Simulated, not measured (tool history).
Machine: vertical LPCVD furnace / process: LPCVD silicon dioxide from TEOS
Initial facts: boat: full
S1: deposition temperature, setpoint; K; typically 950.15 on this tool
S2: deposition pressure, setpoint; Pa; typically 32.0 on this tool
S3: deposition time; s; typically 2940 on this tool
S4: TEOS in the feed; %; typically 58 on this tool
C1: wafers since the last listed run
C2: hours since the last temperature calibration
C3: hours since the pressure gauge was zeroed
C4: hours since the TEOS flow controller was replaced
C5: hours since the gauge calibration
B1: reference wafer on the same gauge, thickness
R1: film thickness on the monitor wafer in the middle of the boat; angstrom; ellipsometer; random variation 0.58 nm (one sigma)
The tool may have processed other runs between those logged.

Run 1, day 0.000: usual settings; C1 0; C2 2317.4; C3 2732.9; C4 4393.7; C5 2005.4; B1 214.88. Result: R1 1883.4 angstrom.
Run 2, day 3.462: usual settings; C1 1149; C2 2400.5; C3 2816.0; C4 4476.8; C5 2088.5; B1 215.01. Result: R1 1890.0 angstrom.
Run 3, day 7.479: usual settings; C1 1333; C2 2496.9; C3 2912.4; C4 4573.2; C5 2184.9; B1 215.06. Result: R1 1881.3 angstrom.
Run 4, day 10.333: usual settings; C1 947; C2 2565.4; C3 2980.9; C4 4641.7; C5 2253.4; B1 214.99. Result: R1 1885.3 angstrom.
Run 5, day 13.896: usual settings; C1 1182; C2 2650.9; C3 3066.4; C4 4727.2; C5 2338.9; B1 215.19. Result: R1 1890.8 angstrom.
Run 6, day 17.942: usual settings; C1 1343; C2 2748.0; C3 3163.5; C4 4824.3; C5 2436.0; B1 214.92. Result: R1 1879.1 angstrom.
Run 7, day 20.304: usual settings; C1 784; C2 2804.7; C3 3220.2; C4 4881.0; C5 2492.7; B1 215.24. Result: R1 1884.1 angstrom.
Run 8, day 22.875: usual settings; C1 853; C2 2866.4; C3 3281.9; C4 4942.7; C5 2554.4; B1 215.04. Result: R1 1888.4 angstrom.
Run 9, day 26.379: usual settings but S3 3630 s; C1 1163; C2 2950.5; C3 3366.0; C4 5026.8; C5 2638.5; B1 215.13. Result: R1 2302.5 angstrom.
Run 10, day 30.621: usual settings but S3 3630 s; C1 1408; C2 3052.3; C3 3467.8; C4 5128.6; C5 2740.3; B1 215.15. Result: R1 2315.9 angstrom.
Run 11, day 33.838: usual settings but S3 3630 s; C1 1068; C2 3129.5; C3 3545.0; C4 5205.8; C5 2817.5; B1 215.02. Result: R1 2310.5 angstrom.
Run 12, day 36.362: usual settings; C1 838; C2 3190.1; C3 3605.6; C4 5266.4; C5 2878.1; B1 215.11. Result: R1 1871.2 angstrom.
Run 13, day 38.825: usual settings; C1 817; C2 3249.2; C3 3664.7; C4 5325.5; C5 2937.2; B1 215.00. Result: R1 1860.2 angstrom.
At day 39.967: pressure gauge zeroed.
At day 41.358: gauge calibrated.
Run 14, day 41.600: usual settings but S3 2250 s; C1 589; C2 3315.8; C3 39.2; C4 5392.1; C5 5.8; B1 215.02. Result: R1 1478.7 angstrom.
Run 15, day 45.242: usual settings but S3 2250 s; C1 1209; C2 3403.2; C3 126.6; C4 5479.5; C5 93.2; B1 214.95. Result: R1 1476.9 angstrom.
Run 16, day 49.029: usual settings but S3 3510 s; C1 1257; C2 3494.1; C3 217.5; C4 5570.4; C5 184.1; B1 214.91. Result: R1 2311.9 angstrom.
Run 17, day 52.383: usual settings; C1 1113; C2 3574.6; C3 298.0; C4 5650.9; C5 264.6; B1 215.03. Result: R1 1924.5 angstrom.
At day 55.992: thermocouples replaced and temperature profile calibrated.
Run 18, day 56.004: usual settings but S2 38.0 Pa, S4 52 %; C1 870; C2 0.3; C3 384.9; C4 5737.8; C5 351.5; B1 214.76. Result: R1 1926.4 angstrom.
At day 59.508: TEOS flow controller replaced.
Run 19, day 59.529: usual settings but S1 953.15 K, S2 34.7 Pa, S3 3900 s, S4 62 %; C1 838; C2 84.9; C3 469.5; C4 0.5; C5 436.1; B1 215.00. Result: R1 2880.6 angstrom.
Run 20, day 63.417: usual settings but S1 961.15 K, S2 40.0 Pa, S4 62 %; C1 1290; C2 178.2; C3 562.8; C4 93.8; C5 529.4; B1 214.77. Result: R1 2826.4 angstrom.
Run 21, day 67.675: usual settings; C1 1414; C2 280.4; C3 665.0; C4 196.0; C5 631.6; B1 215.00. Result: R1 1875.9 angstrom.
Run 22, day 71.588: usual settings but S1 945.15 K, S3 3870 s; C1 1299; C2 374.3; C3 758.9; C4 289.9; C5 725.5; B1 215.06. Result: R1 2202.0 angstrom.
Run 23, day 75.350: usual settings but S1 942.15 K, S2 34.7 Pa, S3 2550 s, S4 54 %; C1 1249; C2 464.6; C3 849.2; C4 380.2; C5 815.8; B1 214.81. Result: R1 1353.7 angstrom.
Run 24, day 79.646: usual settings; C1 1426; C2 567.7; C3 952.3; C4 483.3; C5 918.9; B1 214.88. Result: R1 1884.0 angstrom.
Run 25, day 84.050: usual settings but S1 941.15 K, S2 28.0 Pa, S4 67 %; C1 1462; C2 673.4; C3 1058.0; C4 589.0; C5 1024.6; B1 214.95. Result: R1 1512.9 angstrom.
Run 26, day 87.746: usual settings; C1 1227; C2 762.1; C3 1146.7; C4 677.7; C5 1113.3; B1 214.96. Result: R1 1895.4 angstrom.
Run 27, day 90.929: usual settings but S1 945.15 K, S2 28.7 Pa, S3 3870 s, S4 47 %; C1 1057; C2 838.5; C3 1223.1; C4 754.1; C5 1189.7; B1 214.91. Result: R1 1886.9 angstrom.
Run 28, day 95.129: usual settings but S1 940.15 K, S2 38.7 Pa, S3 3300 s, S4 64 %; C1 1394; C2 939.3; C3 1323.9; C4 854.9; C5 1290.5; B1 215.09. Result: R1 1920.1 angstrom.
Run 29, day 97.179: usual settings but S1 942.15 K, S2 34.7 Pa, S3 2550 s, S4 54 %; C1 680; C2 988.5; C3 1373.1; C4 904.1; C5 1339.7; B1 215.02. Result: R1 1351.3 angstrom.
Run 30, day 101.450: usual settings but S2 24.7 Pa, S4 49 %; C1 1418; C2 1091.0; C3 1475.6; C4 1006.6; C5 1442.2; B1 214.99. Result: R1 1537.6 angstrom.

Below are 4 alternative next runs, each starting from the tool's condition after run 30. Predict each:
Run A, day 101.654: usual settings but S1 943.15 K; C1 67; C2 1095.9; C3 1480.5; C4 1011.5; C5 1447.1; B1 ?. Result: R1 ?.
Run B, day 101.654: usual settings but S1 957.15 K, S2 36.7 Pa; C1 67; C2 1095.9; C3 1480.5; C4 1011.5; C5 1447.1; B1 ?. Result: R1 ?.
Run C, day 101.654: usual settings but S2 35.3 Pa, S3 2100 s; C1 67; C2 1095.9; C3 1480.5; C4 1011.5; C5 1447.1; B1 ?. Result: R1 ?.
Run D, day 101.654: usual settings but S1 955.15 K; C1 67; C2 1095.9; C3 1480.5; C4 1011.5; C5 1447.1; B1 ?. Result: R1 ?.

run      B1      R1
  A  215.06  1602.2
  B  215.06  2414.0
  C  215.06  1428.8
  D  215.06  2147.8
With the hidden condition removed and each run's random variation left untouched, the same runs would have given:
run      R1
  A  1578.4
  B  2377.9
  C  1407.2
  D  2116.9

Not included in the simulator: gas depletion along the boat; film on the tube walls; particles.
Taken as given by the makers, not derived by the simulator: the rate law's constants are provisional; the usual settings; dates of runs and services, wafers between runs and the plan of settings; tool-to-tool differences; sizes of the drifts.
